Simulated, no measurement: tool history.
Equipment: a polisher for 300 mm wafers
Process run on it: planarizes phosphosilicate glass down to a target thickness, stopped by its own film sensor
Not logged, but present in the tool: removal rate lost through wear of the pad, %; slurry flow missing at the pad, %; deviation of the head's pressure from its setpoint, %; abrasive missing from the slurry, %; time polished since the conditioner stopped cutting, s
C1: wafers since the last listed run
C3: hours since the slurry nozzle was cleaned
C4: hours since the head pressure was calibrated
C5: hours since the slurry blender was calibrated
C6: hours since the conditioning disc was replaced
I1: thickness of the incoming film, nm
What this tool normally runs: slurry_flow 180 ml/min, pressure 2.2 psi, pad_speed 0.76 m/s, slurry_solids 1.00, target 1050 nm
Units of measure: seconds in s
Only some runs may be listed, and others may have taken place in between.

{"run": 1, "hour": 0.0, "slurry_flow": 195, "pressure": 2.0, "pad_speed": 0.76, "slurry_solids": 1.0, "target": 1050, "C1": 0, "wafers polished on this pad": 1270, "C3": 17.8, "C4": 321.6, "C5": 33.4, "C6": 144.3, "I1": 1621.2, "seconds": 136.4}
{"run": 2, "hour": 51.4, "slurry_flow": 195, "pressure": 2.0, "pad_speed": 0.76, "slurry_solids": 1.0, "target": 1050, "C1": 378, "wafers polished on this pad": 1648, "C3": 69.2, "C4": 373.0, "C5": 84.8, "C6": 195.7, "I1": 1596.7, "seconds": 128.0}
{"hour": 103.6, "done": "worn pad replaced by a new one"}
{"run": 3, "hour": 177.2, "slurry_flow": 180, "pressure": 2.2, "pad_speed": 0.76, "slurry_solids": 0.8, "target": 1050, "C1": 897, "wafers polished on this pad": 542, "C3": 195.0, "C4": 498.8, "C5": 210.6, "C6": 321.5, "I1": 1625.5, "seconds": 140.1}
{"hour": 185.9, "done": "head pressure recalibrated"}
{"run": 4, "hour": 207.4, "slurry_flow": 180, "pressure": 2.0, "pad_speed": 0.76, "slurry_solids": 0.85, "target": 1050, "C1": 207, "wafers polished on this pad": 750, "C3": 225.2, "C4": 21.5, "C5": 240.8, "C6": 351.7, "I1": 1622.0, "seconds": 131.3}
{"run": 5, "hour": 237.0, "slurry_flow": 180, "pressure": 2.8, "pad_speed": 0.76, "slurry_solids": 1.0, "target": 1050, "C1": 218, "wafers polished on this pad": 968, "C3": 254.8, "C4": 51.1, "C5": 270.4, "C6": 381.3, "I1": 1621.7, "seconds": 89.4}
{"hour": 272.2, "done": "slurry blender recalibrated"}
{"run": 6, "hour": 300.8, "slurry_flow": 180, "pressure": 2.8, "pad_speed": 0.76, "slurry_solids": 1.0, "target": 1050, "C1": 455, "wafers polished on this pad": 1424, "C3": 318.6, "C4": 114.9, "C5": 28.6, "C6": 445.1, "I1": 1636.1, "seconds": 94.3}
{"hour": 329.5, "done": "conditioning disc replaced and pad reconditioned"}
{"run": 7, "hour": 339.0, "slurry_flow": 180, "pressure": 2.2, "pad_speed": 0.76, "slurry_solids": 1.0, "target": 1169, "C1": 266, "wafers polished on this pad": 1691, "C3": 356.8, "C4": 153.1, "C5": 66.8, "C6": 9.5, "I1": 1613.2, "seconds": 95.4}
{"run": 8, "hour": 405.4, "slurry_flow": 180, "pressure": 2.2, "pad_speed": 0.76, "slurry_solids": 1.0, "target": 1169, "C1": 489, "wafers polished on this pad": 2180, "C3": 423.2, "C4": 219.5, "C5": 133.2, "C6": 75.9, "I1": 1624.5, "seconds": 99.1}
{"hour": 419.2, "done": "slurry nozzle cleaned"}
{"hour": 423.2, "done": "worn pad replaced by a new one"}
{"run": 9, "hour": 462.1, "slurry_flow": 180, "pressure": 2.2, "pad_speed": 0.76, "slurry_solids": 1.0, "target": 990, "C1": 381, "wafers polished on this pad": 286, "C3": 42.9, "C4": 276.2, "C5": 189.9, "C6": 132.6, "I1": 1619.0, "seconds": 135.7}
{"run": 10, "hour": 507.2, "slurry_flow": 180, "pressure": 2.2, "pad_speed": 0.76, "slurry_solids": 1.0, "target": 990, "C1": 332, "wafers polished on this pad": 618, "C3": 88.0, "C4": 321.3, "C5": 235.0, "C6": 177.7, "I1": 1594.7, "seconds": 131.7}
{"run": 11, "hour": 565.3, "slurry_flow": 180, "pressure": 2.2, "pad_speed": 0.76, "slurry_solids": 1.0, "target": 990, "C1": 428, "wafers polished on this pad": 1047, "C3": 146.1, "C4": 379.4, "C5": 293.1, "C6": 235.8, "I1": 1580.6, "seconds": 131.7}
{"hour": 596.6, "done": "slurry blender recalibrated"}
{"run": 12, "hour": 597.1, "slurry_flow": 145, "pressure": 2.2, "pad_speed": 0.76, "slurry_solids": 1.0, "target": 1050, "C1": 219, "wafers polished on this pad": 1267, "C3": 177.9, "C4": 411.2, "C5": 0.5, "C6": 267.6, "I1": 1626.8, "seconds": 129.8}
{"run": 13, "hour": 632.3, "slurry_flow": 180, "pressure": 1.4, "pad_speed": 0.76, "slurry_solids": 1.0, "target": 1121, "C1": 259, "wafers polished on this pad": 1526, "C3": 213.1, "C4": 446.4, "C5": 35.7, "C6": 302.8, "I1": 1598.6, "seconds": 167.0}
{"run": 14, "hour": 663.1, "slurry_flow": 180, "pressure": 2.2, "pad_speed": 0.76, "slurry_solids": 1.1, "target": 958, "C1": 227, "wafers polished on this pad": 1753, "C3": 243.9, "C4": 477.2, "C5": 66.5, "C6": 333.6, "I1": 1584.7, "seconds": 135.2}
{"hour": 677.6, "done": "worn pad replaced by a new one"}
{"run": 15, "hour": 707.3, "slurry_flow": 180, "pressure": 2.2, "pad_speed": 0.76, "slurry_solids": 0.85, "target": 1050, "C1": 296, "wafers polished on this pad": 218, "C3": 288.1, "C4": 521.4, "C5": 110.7, "C6": 377.8, "I1": 1603.8, "seconds": 126.9}
{"hour": 724.4, "done": "head pressure recalibrated"}
{"run": 16, "hour": 760.3, "slurry_flow": 180, "pressure": 2.2, "pad_speed": 0.58, "slurry_solids": 1.0, "target": 1050, "C1": 375, "wafers polished on this pad": 594, "C3": 341.1, "C4": 35.9, "C5": 163.7, "C6": 430.8, "I1": 1614.3, "seconds": 138.1}
{"hour": 779.9, "done": "conditioning disc replaced and pad reconditioned"}
{"run": 17, "hour": 838.1, "slurry_flow": 180, "pressure": 2.2, "pad_speed": 0.58, "slurry_solids": 0.8, "target": 1050, "C1": 558, "wafers polished on this pad": 1153, "C3": 418.9, "C4": 113.7, "C5": 241.5, "C6": 58.2, "I1": 1585.6, "seconds": 148.8}
{"hour": 864.0, "done": "slurry blender recalibrated"}
{"run": 18, "hour": 864.5, "slurry_flow": 225, "pressure": 2.2, "pad_speed": 0.76, "slurry_solids": 1.0, "target": 1050, "C1": 179, "wafers polished on this pad": 1333, "C3": 445.3, "C4": 140.1, "C5": 0.5, "C6": 84.6, "I1": 1595.7, "seconds": 108.0}
{"run": 19, "hour": 927.4, "slurry_flow": 180, "pressure": 2.2, "pad_speed": 0.76, "slurry_solids": 1.0, "target": 1050, "C1": 463, "wafers polished on this pad": 1797, "C3": 508.2, "C4": 203.0, "C5": 63.4, "C6": 147.5, "I1": 1611.7, "seconds": 118.5}
{"hour": 953.9, "done": "slurry nozzle cleaned"}
{"hour": 974.7, "done": "worn pad replaced by a new one"}
{"run": 20, "hour": 981.3, "slurry_flow": 115, "pressure": 1.8, "pad_speed": 0.76, "slurry_solids": 1.0, "target": 1137, "C1": 360, "wafers polished on this pad": 48, "C3": 27.4, "C4": 256.9, "C5": 117.3, "C6": 201.4, "I1": 1613.9, "seconds": 130.3}
{"run": 21, "hour": 1055.3, "slurry_flow": 235, "pressure": 2.2, "pad_speed": 0.76, "slurry_solids": 1.15, "target": 1050, "C1": 545, "wafers polished on this pad": 594, "C3": 101.4, "C4": 330.9, "C5": 191.3, "C6": 275.4, "I1": 1597.0, "seconds": 109.9}
{"run": 22, "hour": 1093.0, "slurry_flow": 180, "pressure": 2.2, "pad_speed": 0.76, "slurry_solids": 1.0, "target": 1050, "C1": 277, "wafers polished on this pad": 871, "C3": 139.1, "C4": 368.6, "C5": 229.0, "C6": 313.1, "I1": 1596.8, "seconds": 118.0}
{"run": 23, "hour": 1144.7, "slurry_flow": 115, "pressure": 2.6, "pad_speed": 0.92, "slurry_solids": 1.0, "target": 1050, "C1": 381, "wafers polished on this pad": 1253, "C3": 190.8, "C4": 420.3, "C5": 280.7, "C6": 364.8, "I1": 1593.2, "seconds": 91.4}
{"hour": 1148.8, "done": "slurry blender recalibrated"}
{"run": 24, "hour": 1215.8, "slurry_flow": 145, "pressure": 2.2, "pad_speed": 0.76, "slurry_solids": 1.0, "target": 1050, "C1": 509, "wafers polished on this pad": 1762, "C3": 261.9, "C4": 491.4, "C5": 67.0, "C6": 435.9, "I1": 1599.4, "seconds": 123.1}

Forecast run 25:
{"hour": 1240.1, "done": "worn pad replaced by a new one"}
{"hour": 1245.5, "done": "conditioning disc replaced and pad reconditioned"}
{"run": 25, "hour": 1246.0, "slurry_flow": 180, "pressure": 2.2, "pad_speed": 0.76, "slurry_solids": 1.0, "target": 963, "C1": 178, "wafers polished on this pad": 28, "C3": 292.1, "C4": 521.6, "C5": 97.2, "C6": 0.5, "I1": 1615.5, "seconds": "?"}

For run 25 the tool returned seconds 145.8 s.
Minus the tool's unlogged condition, the same run would have read seconds 130.8 s.

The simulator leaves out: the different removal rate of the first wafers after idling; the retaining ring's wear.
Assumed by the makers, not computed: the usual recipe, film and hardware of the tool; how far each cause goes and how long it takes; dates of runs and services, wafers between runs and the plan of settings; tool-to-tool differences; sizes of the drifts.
